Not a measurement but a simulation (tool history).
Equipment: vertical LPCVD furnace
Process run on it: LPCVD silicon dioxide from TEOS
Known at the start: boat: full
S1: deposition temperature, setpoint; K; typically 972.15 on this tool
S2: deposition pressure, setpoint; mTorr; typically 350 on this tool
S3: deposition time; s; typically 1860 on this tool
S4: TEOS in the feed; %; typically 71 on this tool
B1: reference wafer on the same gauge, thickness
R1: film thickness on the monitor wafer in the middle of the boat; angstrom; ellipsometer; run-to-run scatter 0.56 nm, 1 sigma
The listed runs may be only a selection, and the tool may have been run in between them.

run 1 day=0 | S1=972.15 S2=350 S3=1860 S4=71 | B1=193.07 | R1=2266.3
run 2 day=3.604 | S1=972.15 S2=350 S3=1860 S4=71 | B1=193.03 | R1=2286.9
run 3 day=6.529 | S1=972.15 S2=380 S3=1860 S4=71 | B1=193.13 | R1=2370.9
run 4 day=10.575 | S1=972.15 S2=380 S3=1860 S4=71 | B1=192.91 | R1=2369.1
run 5 day=13.462 | S1=972.15 S2=380 S3=1860 S4=71 | B1=192.99 | R1=2391.9
run 6 day=17.458 | S1=978.15 S2=350 S3=1590 S4=71 | B1=192.93 | R1=2259.6
run 7 day=20.704 | S1=978.15 S2=350 S3=1590 S4=71 | B1=192.81 | R1=2255.5
run 8 day=24.662 | S1=972.15 S2=350 S3=1860 S4=71 | B1=192.89 | R1=2298.6
run 9 day=28.45 | S1=972.15 S2=350 S3=1860 S4=71 | B1=193.06 | R1=2304.4
run 10 day=32.283 | S1=972.15 S2=350 S3=1860 S4=71 | B1=192.94 | R1=2311.6
run 11 day=34.546 | S1=972.15 S2=350 S3=1860 S4=71 | B1=193.04 | R1=2318.5
run 12 day=37.417 | S1=972.15 S2=350 S3=1860 S4=71 | B1=192.87 | R1=2312.2
run 13 day=39.508 | S1=972.15 S2=350 S3=1860 S4=71 | B1=192.95 | R1=2308.2
run 14 day=42.529 | S1=963.15 S2=375 S3=1110 S4=83 | B1=193.06 | R1=1248.5
run 15 day=44.592 | S1=972.15 S2=350 S3=1860 S4=71 | B1=192.83 | R1=2320.6
run 16 day=47.529 | S1=975.15 S2=350 S3=1470 S4=65 | B1=193.01 | R1=1835.3
run 17 day=49.092 | S1=965.15 S2=280 S3=2490 S4=71 | B1=193 | R1=2314.9
run 18 day=50.896 | S1=972.15 S2=395 S3=1860 S4=61 | B1=193.08 | R1=2234.2
run 19 day=53.108 | S1=972.15 S2=350 S3=1860 S4=71 | B1=193.04 | R1=2241.6
run 20 day=56.725 | S1=972.15 S2=350 S3=1860 S4=71 | B1=192.93 | R1=2244.4
run 21 day=60.658 | S1=972.15 S2=400 S3=1290 S4=71 | B1=192.88 | R1=1670.6
run 22 day=62.875 | S1=972.15 S2=300 S3=2280 S4=71 | B1=192.9 | R1=2571.8
run 23 day=65.85 | S1=972.15 S2=350 S3=1560 S4=71 | B1=193.11 | R1=1899.9
run 24 day=68.721 | S1=972.15 S2=350 S3=1410 S4=81 | B1=192.91 | R1=1838.9
run 25 day=71.829 | S1=972.15 S2=280 S3=2460 S4=71 | B1=192.85 | R1=2704.8
run 26 day=75.512 | S1=972.15 S2=350 S3=1860 S4=71 | B1=193.08 | R1=2279.4

Between the runs listed above, the log contained 4 entries, not reproduced here. Where in the sequence does each belong, and how does what the log doesn't record of the tool's condition differ from the listed run before to the listed run after?
From run 15 to run 16: thermocouples replaced and temperature profile calibrated (day 47.029)
  true tube temperature minus thermocouple reading, K: 1.11 -> 0.0748; true pressure minus gauge reading, mTorr: 16.2 -> 16.6
  what was measured, less what the result would be without the hidden state, R1: +109.7 -> +45.1 angstrom
From run 17 to run 18: gauge calibrated (day 49.233)
  true tube temperature minus thermocouple reading, K: 0.156 -> 0.242; true pressure minus gauge reading, mTorr: 16.8 -> 17
  what was measured, less what the result would be without the hidden state, R1: +74.6 -> +58.9 angstrom
From run 18 to run 19: pressure gauge zeroed (day 52.05)
  true tube temperature minus thermocouple reading, K: 0.242 -> 0.338; true pressure minus gauge reading, mTorr: 17 -> 4.63
  what was measured, less what the result would be without the hidden state, R1: +58.9 -> +32.2 angstrom
From run 19 to run 20: TEOS flow controller replaced (day 55.708)
  true tube temperature minus thermocouple reading, K: 0.338 -> 0.474; true pressure minus gauge reading, mTorr: 4.63 -> 5.07
  what was measured, less what the result would be without the hidden state, R1: +32.2 -> +40.6 angstrom
